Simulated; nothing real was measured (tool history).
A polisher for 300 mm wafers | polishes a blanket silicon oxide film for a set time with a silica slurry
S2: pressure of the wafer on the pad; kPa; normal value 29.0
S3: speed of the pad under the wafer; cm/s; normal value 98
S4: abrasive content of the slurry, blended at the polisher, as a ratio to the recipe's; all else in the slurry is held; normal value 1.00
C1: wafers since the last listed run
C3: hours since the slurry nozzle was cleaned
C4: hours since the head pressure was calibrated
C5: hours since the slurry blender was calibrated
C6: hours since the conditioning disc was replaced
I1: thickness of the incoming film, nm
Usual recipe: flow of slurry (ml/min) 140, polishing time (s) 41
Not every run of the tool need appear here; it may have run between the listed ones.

Run 1, hour 0.0: usual settings; C1 0; wafers polished on this pad 286; C3 824.7; C4 1245.9; C5 347.1; C6 335.7; I1 1002.9. Result: film removed (nm) 91.7.
Run 2, hour 12.4: usual settings; C1 107; wafers polished on this pad 393; C3 837.1; C4 1258.3; C5 359.5; C6 348.1; I1 1019.8. Result: film removed (nm) 92.0.
At hour 21.0: worn pad replaced by a new one.
Run 3, hour 24.2: usual settings; C1 67; wafers polished on this pad 27; C3 848.9; C4 1270.1; C5 371.3; C6 359.9; I1 1009.6. Result: film removed (nm) 91.6.
Run 4, hour 33.4: usual settings; C1 79; wafers polished on this pad 107; C3 858.1; C4 1279.3; C5 380.5; C6 369.1; I1 1009.0. Result: film removed (nm) 91.8.
Run 5, hour 44.9: usual settings; C1 99; wafers polished on this pad 206; C3 869.6; C4 1290.8; C5 392.0; C6 380.6; I1 1002.2. Result: film removed (nm) 91.6.
Run 6, hour 59.3: usual settings; C1 124; wafers polished on this pad 331; C3 884.0; C4 1305.2; C5 406.4; C6 395.0; I1 994.4. Result: film removed (nm) 91.1.
At hour 65.0: slurry blender recalibrated.
Run 7, hour 65.3: usual settings but flow of slurry (ml/min) 115; C1 34; wafers polished on this pad 366; C3 890.0; C4 1311.2; C5 0.3; C6 401.0; I1 1017.6. Result: film removed (nm) 80.9.
Run 8, hour 73.3: usual settings but S3 122 cm/s, polishing time (s) 33; C1 69; wafers polished on this pad 435; C3 898.0; C4 1319.2; C5 8.3; C6 409.0; I1 1016.5. Result: film removed (nm) 77.7.
Run 9, hour 82.5: usual settings; C1 79; wafers polished on this pad 515; C3 907.2; C4 1328.4; C5 17.5; C6 418.2; I1 1013.6. Result: film removed (nm) 84.6.
At hour 86.6: worn pad replaced by a new one.
Run 10, hour 89.0: usual settings but S2 21.4 kPa, polishing time (s) 28; C1 21; wafers polished on this pad 21; C3 913.7; C4 1334.9; C5 24.0; C6 424.7; I1 1008.4. Result: film removed (nm) 42.8.
Run 11, hour 96.5: usual settings but S3 118 cm/s; C1 64; wafers polished on this pad 86; C3 921.2; C4 1342.4; C5 31.5; C6 432.2; I1 1006.3. Result: film removed (nm) 93.7.
At hour 100.5: slurry blender recalibrated, repeated, since the last time left the tool worse.
At hour 115.2: slurry nozzle cleaned.
At hour 116.7: conditioning disc replaced and pad reconditioned.
At hour 133.5: head pressure recalibrated.
Run 12, hour 146.7: usual settings but flow of slurry (ml/min) 125, S2 22.8 kPa, S4 0.85, polishing time (s) 30; C1 379; wafers polished on this pad 465; C3 31.5; C4 13.2; C5 46.2; C6 30.0; I1 1001.7. Result: film removed (nm) 51.7.
At hour 153.3: worn pad replaced by a new one.
Run 13, hour 161.9: usual settings but S4 1.20; C1 97; wafers polished on this pad 74; C3 46.7; C4 28.4; C5 61.4; C6 45.2; I1 1007.6. Result: film removed (nm) 102.0.
Run 14, hour 175.9: usual settings; C1 121; wafers polished on this pad 196; C3 60.7; C4 42.4; C5 75.4; C6 59.2; I1 1012.5. Result: film removed (nm) 97.1.
Run 15, hour 193.7: usual settings but S2 23.4 kPa, S4 0.85; C1 154; wafers polished on this pad 350; C3 78.5; C4 60.2; C5 93.2; C6 77.0; I1 1008.7. Result: film removed (nm) 74.7.

Selected run-to-run steps in film removed (nm), each split into two signed amounts: the part the tool would show with no hidden state at all (from settings, incoming material and random variation), and the remainder, which goes to the hidden state together with any gauge scatter not common to the measured and the hidden-state-free results:
Hidden state present: removal rate lost through wear of the pad, %; slurry flow missing at the pad, %; deviation of the head's pressure from its setpoint, %; abrasive missing from the slurry, %; time polished since the conditioner stopped cutting, s.
Run 10 -> 11: S2 21.4 -> 29.0, S3 98 -> 118, polishing time (s) 28 -> 41. film removed (nm) +50.9: hidden state -8.6, all else +59.5.
Run 11 -> 12: flow of slurry (ml/min) 140 -> 125, S2 29.0 -> 22.8, S3 118 -> 98, S4 1.00 -> 0.85, polishing time (s) 41 -> 30, slurry blender recalibrated, repeated, since the last time left the tool worse, slurry nozzle cleaned, conditioning disc replaced and pad reconditioned, head pressure recalibrated. film removed (nm) -42.0: hidden state +15.1, all else -57.1.
